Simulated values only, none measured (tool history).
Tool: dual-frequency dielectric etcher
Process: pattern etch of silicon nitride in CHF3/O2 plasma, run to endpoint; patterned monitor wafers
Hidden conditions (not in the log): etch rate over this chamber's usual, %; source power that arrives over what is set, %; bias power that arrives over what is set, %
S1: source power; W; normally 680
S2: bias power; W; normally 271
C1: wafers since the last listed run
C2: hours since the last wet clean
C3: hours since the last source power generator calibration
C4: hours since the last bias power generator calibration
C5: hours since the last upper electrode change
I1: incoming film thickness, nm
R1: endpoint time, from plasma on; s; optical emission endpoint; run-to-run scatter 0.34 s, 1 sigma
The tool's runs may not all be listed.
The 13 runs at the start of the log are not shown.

{"run": 14, "day": 5.65, "S1": 770, "S2": 271, "C1": 216, "C2": 439.3, "C3": 5441.6, "C4": 1773.6, "C5": 53.7, "I1": 106.5, "R1": 57.9}
{"run": 15, "day": 6.308, "S1": 680, "S2": 271, "C1": 219, "C2": 455.1, "C3": 5457.4, "C4": 1789.4, "C5": 69.5, "I1": 104.9, "R1": 60.9}
{"run": 16, "day": 6.733, "S1": 680, "S2": 236, "C1": 141, "C2": 465.3, "C3": 5467.6, "C4": 1799.6, "C5": 79.7, "I1": 105.9, "R1": 63.6}
{"run": 17, "day": 7.183, "S1": 680, "S2": 271, "C1": 149, "C2": 476.1, "C3": 5478.4, "C4": 1810.4, "C5": 90.5, "I1": 105.2, "R1": 60.7}
{"run": 18, "day": 7.471, "S1": 680, "S2": 271, "C1": 95, "C2": 483, "C3": 5485.3, "C4": 1817.3, "C5": 97.4, "I1": 105.8, "R1": 61.6}
{"run": 19, "day": 8.062, "S1": 790, "S2": 249, "C1": 197, "C2": 497.2, "C3": 5499.5, "C4": 1831.5, "C5": 111.6, "I1": 106.5, "R1": 58.7}
{"day": 8.371, "done": "source power generator calibrated"}
{"day": 9.621, "done": "wet clean of the chamber"}
{"run": 20, "day": 9.642, "S1": 680, "S2": 271, "C1": 137, "C2": 0.5, "C3": 30.5, "C4": 1869.4, "C5": 149.5, "I1": 106.1, "R1": 62.3}
{"run": 21, "day": 9.654, "S1": 620, "S2": 334, "C1": 4, "C2": 0.8, "C3": 30.8, "C4": 1869.7, "C5": 149.8, "I1": 105.9, "R1": 60.4}
{"run": 22, "day": 9.667, "S1": 610, "S2": 271, "C1": 4, "C2": 1.1, "C3": 31.1, "C4": 1870, "C5": 150.1, "I1": 105.1, "R1": 63.7}
{"run": 23, "day": 9.921, "S1": 740, "S2": 215, "C1": 84, "C2": 7.2, "C3": 37.2, "C4": 1876.1, "C5": 156.2, "I1": 106.9, "R1": 63.5}
{"run": 24, "day": 10.583, "S1": 620, "S2": 299, "C1": 220, "C2": 23.1, "C3": 53.1, "C4": 1892, "C5": 172.1, "I1": 105.4, "R1": 61.9}
{"day": 11.229, "done": "bias power generator calibrated"}
{"run": 25, "day": 11.25, "S1": 600, "S2": 211, "C1": 166, "C2": 39.1, "C3": 69.1, "C4": 0.5, "C5": 188.1, "I1": 105.5, "R1": 69.5}
{"run": 26, "day": 11.854, "S1": 760, "S2": 295, "C1": 201, "C2": 53.6, "C3": 83.6, "C4": 15, "C5": 202.6, "I1": 106, "R1": 56.9}
{"run": 27, "day": 12.196, "S1": 570, "S2": 304, "C1": 113, "C2": 61.8, "C3": 91.8, "C4": 23.2, "C5": 210.8, "I1": 106.3, "R1": 65}
{"run": 28, "day": 12.908, "S1": 780, "S2": 313, "C1": 237, "C2": 78.9, "C3": 108.9, "C4": 40.3, "C5": 227.9, "I1": 106.7, "R1": 55.7}
{"run": 29, "day": 13.492, "S1": 680, "S2": 327, "C1": 194, "C2": 92.9, "C3": 122.9, "C4": 54.3, "C5": 241.9, "I1": 106.3, "R1": 57.9}
{"run": 30, "day": 13.946, "S1": 520, "S2": 336, "C1": 151, "C2": 103.8, "C3": 133.8, "C4": 65.2, "C5": 252.8, "I1": 107, "R1": 65.4}
{"run": 31, "day": 14.254, "S1": 680, "S2": 271, "C1": 102, "C2": 111.2, "C3": 141.2, "C4": 72.6, "C5": 260.2, "I1": 106.5, "R1": 61.8}
{"run": 32, "day": 14.933, "S1": 810, "S2": 271, "C1": 226, "C2": 127.5, "C3": 157.5, "C4": 88.9, "C5": 276.5, "I1": 105.4, "R1": 56.8}
{"run": 33, "day": 15.412, "S1": 680, "S2": 271, "C1": 159, "C2": 139, "C3": 169, "C4": 100.4, "C5": 288, "I1": 107.4, "R1": 61.4}
{"run": 34, "day": 15.912, "S1": 810, "S2": 215, "C1": 166, "C2": 151, "C3": 181, "C4": 112.4, "C5": 300, "I1": 106, "R1": 60.4}
{"run": 35, "day": 16.196, "S1": 510, "S2": 303, "C1": 94, "C2": 157.8, "C3": 187.8, "C4": 119.2, "C5": 306.8, "I1": 105.8, "R1": 68.3}

Here are 5 independent what-if runs from the current tool condition. What would each one return?
{"run": "A", "day": 16.212, "S1": 680, "S2": 271, "C1": 5, "C2": 158.2, "C3": 188.2, "C4": 119.6, "C5": 307.2, "I1": 107.2, "R1": "?"}
{"run": "B", "day": 16.212, "S1": 610, "S2": 205, "C1": 5, "C2": 158.2, "C3": 188.2, "C4": 119.6, "C5": 307.2, "I1": 107.2, "R1": "?"}
{"run": "C", "day": 16.212, "S1": 680, "S2": 227, "C1": 5, "C2": 158.2, "C3": 188.2, "C4": 119.6, "C5": 307.2, "I1": 107.2, "R1": "?"}
{"run": "D", "day": 16.212, "S1": 640, "S2": 204, "C1": 5, "C2": 158.2, "C3": 188.2, "C4": 119.6, "C5": 307.2, "I1": 107.2, "R1": "?"}
{"run": "E", "day": 16.212, "S1": 680, "S2": 240, "C1": 5, "C2": 158.2, "C3": 188.2, "C4": 119.6, "C5": 307.2, "I1": 107.2, "R1": "?"}

run=A R1=62.3
run=B R1=70.7
run=C R1=65.5
run=D R1=69.2
run=E R1=64.5
With the hidden condition removed and each run's random variation left untouched, the same runs would have given:
run=A R1=62.3
run=B R1=70.7
run=C R1=65.5
run=D R1=69.2
run=E R1=64.5
